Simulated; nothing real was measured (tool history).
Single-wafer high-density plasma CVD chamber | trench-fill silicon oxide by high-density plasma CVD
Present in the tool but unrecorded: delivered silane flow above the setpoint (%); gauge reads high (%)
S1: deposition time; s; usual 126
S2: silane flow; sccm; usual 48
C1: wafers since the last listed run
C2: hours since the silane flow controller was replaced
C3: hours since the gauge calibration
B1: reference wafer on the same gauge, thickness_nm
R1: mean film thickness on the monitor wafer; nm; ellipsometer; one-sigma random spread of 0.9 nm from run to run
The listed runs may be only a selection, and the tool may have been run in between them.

run,hour,S1,S2,C1,C2,C3,B1,R1
1,0,126,48,0,3975.7,35.7,525.134,642.179
2,16.7,126,48,156,3992.4,52.4,525.046,642.028
3,27.4,126,48,100,4003.1,63.1,524.99,642.442
4,36.2,126,48,82,4011.9,71.9,524.943,643.297
5,47,126,51,101,4022.7,82.7,525.048,682.361
6,62.7,126,51,147,4038.4,98.4,524.997,682.849
7,85.6,126,51,214,4061.3,121.3,524.983,682.449
8,93.8,111,48,76,4069.5,129.5,524.895,564.9
9,111.2,126,46,163,4086.9,146.9,525.005,614.497
10,120.8,126,46,89,4096.5,156.5,525.04,616.531
11,129.3,126,48,79,4105,165,525.041,642.546
12,140.6,126,48,105,4116.3,176.3,525.05,642.2
13,156.1,126,48,145,4131.8,191.8,525.15,642.575
14,165.9,126,48,91,4141.6,201.6,524.929,643.04
15,173.6,126,50,72,4149.3,209.3,525.007,669.553
16,180.2,119,48,61,4155.9,215.9,525.151,608.518
17,194.7,119,48,135,4170.4,230.4,524.853,608.137
18,201.3,119,48,61,4177,237,525.217,608.217
19,209,126,48,72,4184.7,244.7,524.793,641.671
20,219.2,142,44,95,4194.9,254.9,525.116,664.527
21,233.3,142,44,132,4209,269,524.987,665.038
22,248.7,126,48,144,4224.4,284.4,524.972,642.719
23,255.2,115,41,60,4230.9,290.9,525.208,501.042
24,269.6,142,48,134,4245.3,305.3,524.927,723.777
25,283.9,126,48,134,4259.6,319.6,524.947,643.091
26,299.2,139,56,143,4274.9,334.9,524.979,828.051
27,332.5,126,48,312,4308.2,368.2,524.895,642.668
28,359.9,126,48,256,4335.6,395.6,524.723,644.441
29,375.2,126,48,143,4350.9,410.9,524.96,642.749
30,392.4,103,48,161,4368.1,428.1,525.122,525.458
31,403.8,126,57,106,4379.5,439.5,524.893,763.114
# hour 412: silane flow controller replaced
# hour 412.1: gauge calibrated
32,418.5,101,51,62,6.5,6.4,525.037,514.98
33,433.7,107,48,142,21.7,21.6,525.035,514.218
34,446.4,126,48,119,34.4,34.3,524.907,604.975
35,463.1,143,39,156,51.1,51,525.045,558.51
36,473.3,115,40,95,61.3,61.2,525.025,459.585
37,483.2,126,45,92,71.2,71.1,524.956,568.939
38,500.6,126,48,163,88.6,88.5,524.877,605.329
39,516.5,114,44,149,104.5,104.4,525.003,502.506
40,523.8,117,48,68,111.8,111.7,525.123,564.519
41,531.2,146,45,69,119.2,119.1,524.963,660.062

Predict the results of run 42:
42,539.1,126,48,74,127.1,127,?,?

{"run 42": {"B1": 524.765, "R1": 606.386}}
Take away the tool's hidden state, keep the run-to-run variation as it was, and the same run would have given R1 601.649 nm.
